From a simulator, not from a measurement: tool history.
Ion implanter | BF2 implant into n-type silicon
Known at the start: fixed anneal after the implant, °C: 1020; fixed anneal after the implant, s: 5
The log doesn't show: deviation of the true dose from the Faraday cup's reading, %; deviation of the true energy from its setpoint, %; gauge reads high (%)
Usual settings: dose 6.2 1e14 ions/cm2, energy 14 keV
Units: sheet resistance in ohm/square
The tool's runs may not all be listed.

| run | hour | dose | energy | wafers since the last listed run | hours since the last dose calibration | hours since the extraction supply was calibrated | hours since the gauge calibration | read-back reference wafer on the same gauge, sheet resistance | sheet resistance |
|---|---|---|---|---|---|---|---|---|---|
| 1 | 0 | 6.2 | 14 | 0 | 407.6 | 7083.1 | 121.7 | 317.72 | 268.18 |
| 2 | 13 | 6.2 | 14 | 411 | 420.6 | 7096.1 | 134.7 | 317.57 | 269.04 |
| 3 | 25.8 | 6.2 | 14 | 404 | 433.4 | 7108.9 | 147.5 | 317.54 | 268.07 |
| 4 | 35.8 | 6.2 | 16.5 | 316 | 443.4 | 7118.9 | 157.5 | 317.75 | 251.78 |
| 5 | 43.1 | 6.2 | 16.5 | 230 | 450.7 | 7126.2 | 164.8 | 317.98 | 251.08 |
| 6 | 57.6 | 6.2 | 18 | 458 | 465.2 | 7140.7 | 179.3 | 317.91 | 242.03 |
| 7 | 66.2 | 6.2 | 18 | 271 | 473.8 | 7149.3 | 187.9 | 317.49 | 242.73 |
| 8 | 78.5 | 6.2 | 14 | 388 | 486.1 | 7161.6 | 200.2 | 317.84 | 268.72 |
|  | 91.7 | Faraday cup replaced and dose calibrated |
|  | 103 | extraction supply calibrated |
| 9 | 103.5 | 6.2 | 14 | 284 | 11.8 | 0.5 | 225.2 | 318.36 | 270.64 |
| 10 | 112.6 | 5.76 | 14 | 287 | 20.9 | 9.6 | 234.3 | 317.99 | 278.77 |
| 11 | 122.8 | 5.76 | 14 | 322 | 31.1 | 19.8 | 244.5 | 318.11 | 278.98 |
| 12 | 138.4 | 5.76 | 14 | 493 | 46.7 | 35.4 | 260.1 | 318.61 | 279.12 |
| 13 | 149.9 | 4.87 | 17.5 | 363 | 58.2 | 46.9 | 271.6 | 317.62 | 278.55 |
| 14 | 166.5 | 4.87 | 17.5 | 524 | 74.8 | 63.5 | 288.2 | 318.06 | 279.18 |
| 15 | 180.9 | 4.87 | 17.5 | 455 | 89.2 | 77.9 | 302.6 | 318.22 | 277.45 |
| 16 | 208.2 | 5.61 | 12.5 | 863 | 116.5 | 105.2 | 329.9 | 318.06 | 291.19 |
| 17 | 223.3 | 6.2 | 14 | 477 | 131.6 | 120.3 | 345 | 317.94 | 270.96 |
| 18 | 240.7 | 7.46 | 17.5 | 550 | 149 | 137.7 | 362.4 | 318.1 | 229.49 |
| 19 | 251.6 | 4.87 | 17.5 | 344 | 159.9 | 148.6 | 373.3 | 317.9 | 277.43 |
| 20 | 257.8 | 6.2 | 14 | 196 | 166.1 | 154.8 | 379.5 | 318.18 | 269.63 |
| 21 | 267 | 6.2 | 16 | 290 | 175.3 | 164 | 388.7 | 318.22 | 254.67 |
| 22 | 277.2 | 6.2 | 14 | 322 | 185.5 | 174.2 | 398.9 | 317.81 | 268.73 |
| 23 | 289.7 | 6.2 | 14 | 395 | 198 | 186.7 | 411.4 | 318.04 | 269.77 |
|  | 300.4 | gauge calibrated |
| 24 | 306.8 | 5.56 | 14 | 540 | 215.1 | 203.8 | 6.4 | 318.15 | 279.72 |
| 25 | 320.2 | 6.2 | 10.5 | 423 | 228.5 | 217.2 | 19.8 | 317.78 | 303.22 |
| 26 | 333.7 | 6.2 | 14 | 426 | 242 | 230.7 | 33.3 | 317.62 | 269.35 |
| 27 | 344.7 | 6.2 | 14 | 347 | 253 | 241.7 | 44.3 | 318.17 | 267.76 |
| 28 | 362.7 | 7.56 | 14 | 569 | 271 | 259.7 | 62.3 | 318.19 | 253 |
| 29 | 378.1 | 7.74 | 12 | 487 | 286.4 | 275.1 | 77.7 | 317.52 | 268.61 |
| 30 | 390.9 | 5.01 | 11.5 | 404 | 299.2 | 287.9 | 90.5 | 317.93 | 315.24 |
| 31 | 423.1 | 6.2 | 15.5 | 1018 | 331.4 | 320.1 | 122.7 | 317.88 | 257.5 |
| 32 | 429.5 | 6.2 | 14 | 202 | 337.8 | 326.5 | 129.1 | 318.24 | 267.32 |
| 33 | 440.4 | 4.58 | 12.5 | 344 | 348.7 | 337.4 | 140 | 318 | 316.93 |
| 34 | 448.2 | 7.97 | 14 | 246 | 356.5 | 345.2 | 147.8 | 317.42 | 249.59 |
| 35 | 459.9 | 8 | 12 | 370 | 368.2 | 356.9 | 159.5 | 317.88 | 266.4 |
| 36 | 466.3 | 7.31 | 17.5 | 202 | 374.6 | 363.3 | 165.9 | 317.59 | 231.68 |
| 37 | 478.7 | 6.96 | 15.5 | 392 | 387 | 375.7 | 178.3 | 318.15 | 246.91 |
| 38 | 489.2 | 7.09 | 16.5 | 332 | 397.5 | 386.2 | 188.8 | 318.19 | 239.2 |

3 ways to go on from here, each from the tool as it stands after run 38. What would each give?
| A | 489.6 | 6.2 | 14 | 12 | 397.9 | 386.6 | 189.2 | ? | ? |
| B | 489.6 | 8.06 | 15.5 | 12 | 397.9 | 386.6 | 189.2 | ? | ? |
| C | 489.6 | 6.2 | 11 | 12 | 397.9 | 386.6 | 189.2 | ? | ? |

| run | read-back reference wafer on the same gauge, sheet resistance | sheet resistance |
|---|---|---|
| A | 318.26 | 266.97 |
| B | 318.26 | 236.01 |
| C | 318.26 | 295.52 |
Without the tool's hidden state the same runs would have given:
| run | sheet resistance |
|---|---|
| A | 271.63 |
| B | 239.01 |
| C | 300.12 |
